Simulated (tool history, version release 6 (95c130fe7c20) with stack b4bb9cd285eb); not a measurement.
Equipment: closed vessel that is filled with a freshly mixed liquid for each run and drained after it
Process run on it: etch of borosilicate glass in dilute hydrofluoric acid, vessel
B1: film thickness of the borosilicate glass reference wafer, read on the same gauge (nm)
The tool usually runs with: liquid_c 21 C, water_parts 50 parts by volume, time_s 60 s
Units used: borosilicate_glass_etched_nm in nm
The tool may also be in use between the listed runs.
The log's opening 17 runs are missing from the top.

{"run": 18, "hour": 886.4, "liquid_c": 22.5, "water_parts": 40, "time_s": 95, "B1": 110, "borosilicate_glass_etched_nm": 132.24}
{"run": 19, "hour": 935.9, "liquid_c": 21, "water_parts": 50, "time_s": 60, "B1": 110.01, "borosilicate_glass_etched_nm": 61.01}
{"run": 20, "hour": 972.4, "liquid_c": 22.5, "water_parts": 70, "time_s": 60, "B1": 109.99, "borosilicate_glass_etched_nm": 44.97}
{"run": 21, "hour": 1012.4, "liquid_c": 21, "water_parts": 40, "time_s": 50, "B1": 110, "borosilicate_glass_etched_nm": 64.35}
{"run": 22, "hour": 1048.6, "liquid_c": 22.5, "water_parts": 70, "time_s": 60, "B1": 110, "borosilicate_glass_etched_nm": 45.64}
{"hour": 1062.7, "done": "hydrofluoric acid flow meter replaced"}
{"run": 23, "hour": 1085.7, "liquid_c": 21, "water_parts": 50, "time_s": 60, "B1": 110.01, "borosilicate_glass_etched_nm": 61.4}
{"run": 24, "hour": 1115.5, "liquid_c": 19, "water_parts": 70, "time_s": 30, "B1": 110, "borosilicate_glass_etched_nm": 19.46}
{"run": 25, "hour": 1186.9, "liquid_c": 21, "water_parts": 50, "time_s": 60, "B1": 110, "borosilicate_glass_etched_nm": 61.37}
{"run": 26, "hour": 1213.9, "liquid_c": 25.5, "water_parts": 60, "time_s": 60, "B1": 110.01, "borosilicate_glass_etched_nm": 60.58}
{"run": 27, "hour": 1243.5, "liquid_c": 17.5, "water_parts": 50, "time_s": 60, "B1": 110.01, "borosilicate_glass_etched_nm": 53.47}

What does the tool deliver on the next run?
{"run": 28, "hour": 1269.2, "liquid_c": 25, "water_parts": 60, "time_s": 60, "B1": "?", "borosilicate_glass_etched_nm": "?"}

B1: 109.99
borosilicate_glass_etched_nm: 59.1 nm
Were there no unlogged condition in the tool, this run, its random variation unchanged, would have produced borosilicate_glass_etched_nm 58.29 nm.
